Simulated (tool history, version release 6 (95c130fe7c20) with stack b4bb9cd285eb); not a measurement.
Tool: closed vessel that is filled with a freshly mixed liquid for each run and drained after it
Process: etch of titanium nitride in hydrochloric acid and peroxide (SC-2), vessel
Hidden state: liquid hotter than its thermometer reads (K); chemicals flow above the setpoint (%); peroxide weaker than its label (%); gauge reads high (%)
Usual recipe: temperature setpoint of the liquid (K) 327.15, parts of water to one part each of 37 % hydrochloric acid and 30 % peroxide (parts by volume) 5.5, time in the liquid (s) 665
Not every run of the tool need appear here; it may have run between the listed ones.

run    hour  temperature setpoint of the liquid (K)  parts of water to one part each of 37 % hydrochloric acid and 30 % peroxide (parts by volume)  time in the liquid (s)  wafers since the last listed run  hours since the thermometer was replaced  hours since the chemicals flow meter was replaced  hours since the drum of peroxide was connected  hours since the gauge calibration  read-back film thickness of the titanium nitride reference wafer, read on the same gauge (nm)  thickness taken off the titanium nitride on a monitor wafer (Å)
  1     0.0                                  327.15                                                                                            5.5                     665                                 0                                     416.3                                             1687.4                                           699.7                              643.1                                                                                          30.33                                                            476.7
       36.8  -- new drum of peroxide connected
  2    89.3                                  327.15                                                                                            5.5                     665                              4404                                     505.6                                             1776.7                                            52.5                              732.4                                                                                          30.38                                                            470.5
  3   156.7                                  327.15                                                                                            5.5                     665                              3361                                     573.0                                             1844.1                                           119.9                              799.8                                                                                          30.46                                                            476.5
  4   216.3                                  327.15                                                                                            5.5                     800                              2972                                     632.6                                             1903.7                                           179.5                              859.4                                                                                          30.55                                                            574.2
  5   253.8                                  327.15                                                                                            5.5                     800                              1870                                     670.1                                             1941.2                                           217.0                              896.9                                                                                          30.62                                                            572.9
  6   296.5                                  327.15                                                                                            5.5                     665                              2129                                     712.8                                             1983.9                                           259.7                              939.6                                                                                          30.63                                                            473.5
  7   379.1                                  327.15                                                                                            5.5                     665                              4120                                     795.4                                             2066.5                                           342.3                             1022.2                                                                                          30.79                                                            478.3
  8   440.9                                  327.15                                                                                            5.5                     665                              3082                                     857.2                                             2128.3                                           404.1                             1084.0                                                                                          30.86                                                            478.2
  9   538.5                                  327.15                                                                                            5.5                     665                              4868                                     954.8                                             2225.9                                           501.7                             1181.6                                                                                          30.98                                                            484.2
      545.4  -- chemicals flow meter replaced
 10   593.0                                  327.15                                                                                            5.5                     665                              2668                                    1009.3                                               47.6                                           556.2                             1236.1                                                                                          31.11                                                            477.4
 11   644.6                                  327.15                                                                                            5.5                     665                              2573                                    1060.9                                               99.2                                           607.8                             1287.7                                                                                          31.27                                                            489.2
 12   708.8                                  323.15                                                                                            4.0                     455                              3202                                    1125.1                                              163.4                                           672.0                             1351.9                                                                                          31.39                                                            317.9
 13   792.6                                  335.65                                                                                            4.0                    1020                              4180                                    1208.9                                              247.2                                           755.8                             1435.7                                                                                          31.62                                                           1574.3
      844.4  -- thermometer replaced
      849.4  -- new drum of peroxide connected
      872.3  -- gauge calibrated
 14   896.6                                  327.15                                                                                            5.5                     665                              5087                                      52.2                                              351.2                                            47.2                               24.3                                                                                          29.98                                                            474.2
 15   935.4                                  320.15                                                                                            5.5                     665                              1935                                      91.0                                              390.0                                            86.0                               63.1                                                                                          30.00                                                            291.9
 16  1003.2                                  327.15                                                                                            5.5                     665                              3381                                     158.8                                              457.8                                           153.8                              130.9                                                                                          30.03                                                            458.1
 17  1081.1                                  336.15                                                                                            7.0                     835                              3885                                     236.7                                              535.7                                           231.7                              208.8                                                                                          30.02                                                            859.6
 18  1143.4                                  327.15                                                                                            8.0                     845                              3107                                     299.0                                              598.0                                           294.0                              271.1                                                                                          30.05                                                            443.3
 19  1244.3                                  327.15                                                                                            5.5                     665                              5032                                     399.9                                              698.9                                           394.9                              372.0                                                                                          30.14                                                            464.6
 20  1296.0                                  336.15                                                                                            7.5                     325                              2578                                     451.6                                              750.6                                           446.6                              423.7                                                                                          30.18                                                            317.2
 21  1388.0                                  327.15                                                                                            5.5                     665                              4589                                     543.6                                              842.6                                           538.6                              515.7                                                                                          30.19                                                            470.4
 22  1452.4                                  332.15                                                                                            5.5                     665                              3212                                     608.0                                              907.0                                           603.0                              580.1                                                                                          30.29                                                            645.1
 23  1495.5                                  327.15                                                                                            5.5                     665                              2149                                     651.1                                              950.1                                           646.1                              623.2                                                                                          30.34                                                            460.3

What the log doesn't show, run by run:
liquid hotter than its thermometer reads (K): 0 at every run
chemicals flow above the setpoint (%): 0 at every run
peroxide weaker than its label (%): 0 at every run
H1: gauge reads high (%)
run      H1
  1    1.01
  2    1.32
  3    1.58
  4    1.83
  5       2
  6     2.2
  7    2.61
  8    2.94
  9     3.5
 10    3.83
 11    4.16
 12    4.59
 13    5.18
 14  0.0521
 15  0.0607
 16   0.094
 17   0.161
 18   0.237
 19   0.401
 20   0.506
 21   0.725
 22   0.904
 23    1.04

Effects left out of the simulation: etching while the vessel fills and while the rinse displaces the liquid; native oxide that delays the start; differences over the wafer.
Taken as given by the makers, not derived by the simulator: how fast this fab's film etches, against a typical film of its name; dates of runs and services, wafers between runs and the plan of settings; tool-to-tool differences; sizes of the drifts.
